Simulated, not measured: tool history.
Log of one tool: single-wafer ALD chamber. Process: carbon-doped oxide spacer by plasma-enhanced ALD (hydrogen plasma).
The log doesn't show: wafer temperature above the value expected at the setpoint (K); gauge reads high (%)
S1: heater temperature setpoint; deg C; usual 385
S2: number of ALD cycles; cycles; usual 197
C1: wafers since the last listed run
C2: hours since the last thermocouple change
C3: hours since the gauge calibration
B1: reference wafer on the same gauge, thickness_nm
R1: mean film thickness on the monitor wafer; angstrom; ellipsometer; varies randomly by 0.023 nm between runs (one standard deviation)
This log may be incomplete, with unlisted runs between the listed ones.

run 1 hour=0.0 | S1=385 S2=186 | C1=0 C2=2238.1 C3=628.1 | B1=10.232 | R1=88.24
run 2 hour=63.8 | S1=385 S2=186 | C1=100 C2=2301.9 C3=691.9 | B1=10.231 | R1=88.59
-- hour=117.7 thermocouple changed; heater temperature recalibrated
run 3 hour=137.8 | S1=385 S2=186 | C1=104 C2=20.1 C3=765.9 | B1=10.233 | R1=88.19
run 4 hour=212.8 | S1=375 S2=171 | C1=118 C2=95.1 C3=840.9 | B1=10.237 | R1=81.39
run 5 hour=494.6 | S1=375 S2=171 | C1=445 C2=376.9 C3=1122.7 | B1=10.229 | R1=81.29
run 6 hour=537.5 | S1=375 S2=171 | C1=67 C2=419.8 C3=1165.6 | B1=10.233 | R1=81.15
run 7 hour=603.7 | S1=385 S2=197 | C1=104 C2=486.0 C3=1231.8 | B1=10.237 | R1=93.94
run 8 hour=656.6 | S1=385 S2=197 | C1=83 C2=538.9 C3=1284.7 | B1=10.227 | R1=93.78
run 9 hour=761.1 | S1=385 S2=197 | C1=165 C2=643.4 C3=1389.2 | B1=10.231 | R1=93.75
run 10 hour=867.4 | S1=385 S2=197 | C1=168 C2=749.7 C3=1495.5 | B1=10.228 | R1=93.69
run 11 hour=946.9 | S1=385 S2=197 | C1=125 C2=829.2 C3=1575.0 | B1=10.220 | R1=93.72
run 12 hour=1164.7 | S1=385 S2=197 | C1=344 C2=1047.0 C3=1792.8 | B1=10.231 | R1=93.55
run 13 hour=1326.6 | S1=385 S2=197 | C1=256 C2=1208.9 C3=1954.7 | B1=10.232 | R1=93.58
run 14 hour=1414.3 | S1=385 S2=197 | C1=138 C2=1296.6 C3=2042.4 | B1=10.233 | R1=94.13
run 15 hour=1652.4 | S1=385 S2=197 | C1=376 C2=1534.7 C3=2280.5 | B1=10.226 | R1=93.55
run 16 hour=1700.5 | S1=385 S2=197 | C1=76 C2=1582.8 C3=2328.6 | B1=10.231 | R1=93.68
run 17 hour=1806.1 | S1=385 S2=197 | C1=167 C2=1688.4 C3=2434.2 | B1=10.225 | R1=93.63
run 18 hour=1852.1 | S1=385 S2=197 | C1=72 C2=1734.4 C3=2480.2 | B1=10.221 | R1=93.99
run 19 hour=1905.1 | S1=371 S2=178 | C1=83 C2=1787.4 C3=2533.2 | B1=10.231 | R1=84.74
run 20 hour=2005.4 | S1=376 S2=184 | C1=158 C2=1887.7 C3=2633.5 | B1=10.229 | R1=87.23
run 21 hour=2224.4 | S1=398 S2=158 | C1=346 C2=2106.7 C3=2852.5 | B1=10.225 | R1=75.07
run 22 hour=2270.2 | S1=396 S2=232 | C1=72 C2=2152.5 C3=2898.3 | B1=10.232 | R1=110.13
run 23 hour=2329.3 | S1=385 S2=197 | C1=93 C2=2211.6 C3=2957.4 | B1=10.228 | R1=93.68
run 24 hour=2381.7 | S1=394 S2=235 | C1=82 C2=2264.0 C3=3009.8 | B1=10.229 | R1=111.90
-- hour=2429.7 gauge calibrated
run 25 hour=2473.3 | S1=385 S2=197 | C1=144 C2=2355.6 C3=43.6 | B1=10.229 | R1=93.69
run 26 hour=2579.4 | S1=381 S2=176 | C1=167 C2=2461.7 C3=149.7 | B1=10.228 | R1=83.43
-- hour=2592.2 thermocouple changed; heater temperature recalibrated
run 27 hour=2632.9 | S1=385 S2=197 | C1=71 C2=40.7 C3=203.2 | B1=10.228 | R1=93.97
run 28 hour=2704.3 | S1=377 S2=224 | C1=112 C2=112.1 C3=274.6 | B1=10.232 | R1=106.57
run 29 hour=2770.3 | S1=372 S2=233 | C1=104 C2=178.1 C3=340.6 | B1=10.230 | R1=110.90
run 30 hour=2845.5 | S1=385 S2=197 | C1=118 C2=253.3 C3=415.8 | B1=10.232 | R1=93.48
run 31 hour=2941.5 | S1=395 S2=177 | C1=151 C2=349.3 C3=511.8 | B1=10.231 | R1=84.58
run 32 hour=3046.6 | S1=385 S2=180 | C1=166 C2=454.4 C3=616.9 | B1=10.232 | R1=85.64
run 33 hour=3127.2 | S1=377 S2=184 | C1=127 C2=535.0 C3=697.5 | B1=10.224 | R1=87.30
run 34 hour=3224.4 | S1=381 S2=166 | C1=153 C2=632.2 C3=794.7 | B1=10.238 | R1=78.92
run 35 hour=3455.9 | S1=385 S2=197 | C1=366 C2=863.7 C3=1026.2 | B1=10.232 | R1=93.69
run 36 hour=3625.2 | S1=400 S2=186 | C1=267 C2=1033.0 C3=1195.5 | B1=10.236 | R1=88.43
run 37 hour=3729.6 | S1=373 S2=164 | C1=165 C2=1137.4 C3=1299.9 | B1=10.237 | R1=78.20

Branching from run 37: 5 alternative next runs. What would each branch give?
run A hour=3730.3 | S1=385 S2=197 | C1=1 C2=1138.1 C3=1300.6 | B1=? | R1=?
run B hour=3730.3 | S1=380 S2=178 | C1=1 C2=1138.1 C3=1300.6 | B1=? | R1=?
run C hour=3730.3 | S1=397 S2=176 | C1=1 C2=1138.1 C3=1300.6 | B1=? | R1=?
run D hour=3730.3 | S1=397 S2=221 | C1=1 C2=1138.1 C3=1300.6 | B1=? | R1=?
run E hour=3730.3 | S1=380 S2=215 | C1=1 C2=1138.1 C3=1300.6 | B1=? | R1=?

run=A B1=10.239 R1=93.46
run=B B1=10.239 R1=84.45
run=C B1=10.239 R1=83.50
run=D B1=10.239 R1=104.85
run=E B1=10.239 R1=102.00
Without the tool's hidden state the same runs would have given:
run=A R1=93.46
run=B R1=84.45
run=C R1=83.50
run=D R1=104.85
run=E R1=102.00
